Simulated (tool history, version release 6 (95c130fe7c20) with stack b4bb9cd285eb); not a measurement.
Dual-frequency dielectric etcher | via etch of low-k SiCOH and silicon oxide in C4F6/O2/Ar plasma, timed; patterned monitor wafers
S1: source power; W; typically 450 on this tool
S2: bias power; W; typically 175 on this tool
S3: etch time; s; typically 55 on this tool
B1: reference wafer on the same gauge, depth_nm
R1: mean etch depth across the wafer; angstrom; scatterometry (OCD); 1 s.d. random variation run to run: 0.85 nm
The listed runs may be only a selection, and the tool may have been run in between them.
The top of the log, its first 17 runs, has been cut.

run 18 hour=898.4 | S1=550 S2=213 S3=66 | B1=158.9 | R1=2156
-- hour=946.8 upper electrode replaced
run 19 hour=947.3 | S1=480 S2=159 S3=55 | B1=158.9 | R1=1532
run 20 hour=1008.6 | S1=450 S2=208 S3=63.5 | B1=159 | R1=1926
run 21 hour=1072.3 | S1=450 S2=175 S3=68 | B1=159 | R1=1941
run 22 hour=1135.1 | S1=450 S2=175 S3=63.5 | B1=159 | R1=1832
run 23 hour=1176.8 | S1=450 S2=175 S3=55 | B1=159 | R1=1594
run 24 hour=1200.9 | S1=450 S2=132 S3=55 | B1=158.8 | R1=1437
run 25 hour=1241.6 | S1=450 S2=175 S3=55 | B1=159.1 | R1=1603
run 26 hour=1285.6 | S1=550 S2=175 S3=40 | B1=159.1 | R1=1270
run 27 hour=1325.5 | S1=450 S2=195 S3=55 | B1=158.9 | R1=1670
run 28 hour=1376.5 | S1=470 S2=175 S3=55 | B1=159.1 | R1=1646
run 29 hour=1403.3 | S1=470 S2=175 S3=55 | B1=159.1 | R1=1672
-- hour=1438.3 wet clean of the chamber
run 30 hour=1445.5 | S1=450 S2=175 S3=55 | B1=159 | R1=1560

Here are 3 independent what-if runs from the current tool condition. What would each one return?
run A hour=1445.9 | S1=490 S2=175 S3=55 | B1=? | R1=?
run B hour=1445.9 | S1=450 S2=217 S3=55 | B1=? | R1=?
run C hour=1445.9 | S1=370 S2=143 S3=39 | B1=? | R1=?

run=A B1=159 R1=1591
run=B B1=159 R1=1658
run=C B1=159 R1=940
Stripped of hidden state, with their random variation kept, the same runs would have yielded:
run=A R1=1585
run=B R1=1652
run=C R1=937
